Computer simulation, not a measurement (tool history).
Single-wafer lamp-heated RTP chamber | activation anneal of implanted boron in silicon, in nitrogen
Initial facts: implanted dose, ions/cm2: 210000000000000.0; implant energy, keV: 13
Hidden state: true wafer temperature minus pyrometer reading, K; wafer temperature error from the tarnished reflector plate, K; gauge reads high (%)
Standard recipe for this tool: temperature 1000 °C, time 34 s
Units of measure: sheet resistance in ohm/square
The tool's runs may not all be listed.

run     day  temperature  time  wafers since the last listed run  wafers since the last pyrometer calibration  wafers since the reflector plate was cleaned  hours since the gauge calibration  read-back reference wafer on the same gauge, sheet resistance  sheet resistance
  1   0.000         1000    34                                 0                                         1127                                         11364                               63.1                                                         413.87            412.34
  2   1.692          977    34                               365                                         1492                                         11729                              103.7                                                         414.15            417.29
  3   2.350          977    34                               142                                         1634                                         11872                              119.5                                                         413.96            416.39
  4   3.096         1000    34                               160                                         1795                                         12032                              137.4                                                         413.78            410.41
  5   3.554          991    34                                98                                         1894                                         12131                              148.4                                                         414.02            412.82
  6   3.817          991    34                                56                                         1950                                         12188                              154.7                                                         413.97            412.25
  7   4.154         1000    25                                72                                         2023                                         12261                              162.8                                                         414.11            411.10
  8   4.692         1000    25                               115                                         2139                                         12377                              175.7                                                         413.63            411.81
  9   6.108         1015    48                               305                                         2445                                         12683                              209.7                                                         414.28            407.53
 10   6.638          987    45                               114                                         2559                                         12797                              222.4                                                         414.01            411.85
 11   7.333          987    45                               150                                         2709                                         12947                              239.1                                                         414.45            412.11
 12   7.946         1000    23                               132                                         2841                                         13079                              253.8                                                         414.09            412.49
      8.725  -- reflector plate cleaned
 13   8.746         1000    23                               100                                         2942                                             4                              273.0                                                         413.87            411.65
      9.271  -- pyrometer window cleaned and pyrometer calibrated
 14   9.292         1000    34                                45                                            4                                            50                              286.1                                                         414.06            412.67
 15   9.554         1000    34                                56                                           60                                           107                              292.4                                                         414.03            413.60
 16  10.288         1000    34                               158                                          219                                           265                              310.0                                                         414.12            413.47
 17  10.800         1020    34                               110                                          329                                           376                              322.3                                                         414.13            410.03
 18  11.425         1028    34                               134                                          464                                           511                              337.3                                                         414.10            409.57
 19  11.867         1000    34                                95                                          559                                           606                              347.9                                                         414.15            412.54
 20  12.171          975    34                                65                                          625                                           671                              355.2                                                         413.83            419.55
     12.338  -- gauge calibrated
 21  12.488         1011    34                                68                                          693                                           740                                3.6                                                         413.71            411.00
 22  14.375         1028    42                               407                                         1101                                          1147                               48.9                                                         413.83            407.62
 23  14.879         1000    45                               108                                         1209                                          1256                               61.0                                                         414.05            410.57
 24  15.179          973    29                                64                                         1274                                          1321                               68.2                                                         413.97            420.44
 25  15.812         1023    18                               136                                         1411                                          1457                               83.4                                                         413.82            410.52
 26  16.504          975    26                               149                                         1560                                          1606                              100.0                                                         413.86            419.76
 27  16.838          992    45                                71                                         1632                                          1678                              108.0                                                         413.97            411.91
 28  17.538         1024    49                               151                                         1783                                          1829                              124.8                                                         413.89            406.91
 29  17.846         1000    34                                66                                         1850                                          1896                              132.2                                                         413.93            411.15
 30  18.196          977    17                                75                                         1925                                          1972                              140.6                                                         413.86            420.46
 31  18.792         1008    44                               128                                         2054                                          2100                              154.9                                                         413.79            408.84

State the hidden condition of the tool at each of the runs:
wafer temperature error from the tarnished reflector plate, K: 0 on each run
gauge reads high (%): 0 on each run
H1: true wafer temperature minus pyrometer reading, K
run     H1
  1   9.64
  2   10.9
  3   11.2
  4   11.6
  5   11.8
  6   11.8
  7     12
  8   12.1
  9   12.5
 10   12.6
 11   12.7
 12   12.8
 13   12.9
 14  0.281
 15   1.02
 16   2.87
 17   3.98
 18   5.18
 19   5.92
 20   6.39
 21   6.85
 22   8.97
 23    9.4
 24   9.63
 25   10.1
 26   10.5
 27   10.7
 28     11
 29   11.1
 30   11.2
 31   11.5
